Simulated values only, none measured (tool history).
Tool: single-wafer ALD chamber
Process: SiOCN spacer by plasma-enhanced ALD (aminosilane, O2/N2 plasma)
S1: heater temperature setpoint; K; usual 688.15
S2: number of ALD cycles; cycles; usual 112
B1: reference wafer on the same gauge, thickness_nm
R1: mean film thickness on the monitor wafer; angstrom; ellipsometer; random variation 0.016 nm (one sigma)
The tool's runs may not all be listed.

Run 1, hour 0.0: usual settings but S1 678.15 K, S2 102 cycles; B1 5.438. Result: R1 58.10 angstrom.
Run 2, hour 12.2: usual settings but S1 678.15 K, S2 102 cycles; B1 5.430. Result: R1 58.44 angstrom.
Run 3, hour 28.8: usual settings but S1 678.15 K, S2 102 cycles; B1 5.431. Result: R1 58.16 angstrom.
Run 4, hour 45.5: usual settings; B1 5.432. Result: R1 61.76 angstrom.
Run 5, hour 59.0: usual settings; B1 5.424. Result: R1 62.07 angstrom.
Run 6, hour 79.4: usual settings but S1 691.15 K; B1 5.420. Result: R1 61.28 angstrom.
Run 7, hour 97.2: usual settings but S1 691.15 K; B1 5.417. Result: R1 61.08 angstrom.
Run 8, hour 129.8: usual settings but S2 107 cycles; B1 5.406. Result: R1 59.21 angstrom.
Run 9, hour 156.7: usual settings but S1 694.15 K, S2 134 cycles; B1 5.407. Result: R1 72.07 angstrom.
Run 10, hour 171.9: usual settings; B1 5.394. Result: R1 61.58 angstrom.
Run 11, hour 188.5: usual settings but S1 677.15 K, S2 121 cycles; B1 5.390. Result: R1 69.15 angstrom.
At hour 202.2: thermocouple changed; heater temperature recalibrated.
Run 12, hour 202.7: usual settings but S1 697.15 K, S2 102 cycles; B1 5.390. Result: R1 54.44 angstrom.
Run 13, hour 283.1: usual settings but S2 93 cycles; B1 5.379. Result: R1 50.91 angstrom.
At hour 286.5: gauge calibrated.
Run 14, hour 316.9: usual settings; B1 5.408. Result: R1 61.82 angstrom.
Run 15, hour 343.5: usual settings but S1 681.15 K, S2 122 cycles; B1 5.403. Result: R1 68.85 angstrom.
Run 16, hour 371.4: usual settings but S1 683.15 K, S2 126 cycles; B1 5.401. Result: R1 70.36 angstrom.

Some steps in R1 between neighbouring runs. How much of each would the tool show without its hidden state too (settings, what came in, random variation), and how much is left for the hidden state, with any gauge scatter that isn't in both results?
The hidden state here: wafer temperature above the value expected at the setpoint (K); gauge reads high (%).
Run 11 -> 12: S1 677.15 -> 697.15, S2 121 -> 102, thermocouple changed; heater temperature recalibrated. R1 -14.71 angstrom: hidden state +0.08, all else -14.79.
Run 13 -> 14: S2 93 -> 112, gauge calibrated. R1 +10.91 angstrom: hidden state +0.25, all else +10.66.

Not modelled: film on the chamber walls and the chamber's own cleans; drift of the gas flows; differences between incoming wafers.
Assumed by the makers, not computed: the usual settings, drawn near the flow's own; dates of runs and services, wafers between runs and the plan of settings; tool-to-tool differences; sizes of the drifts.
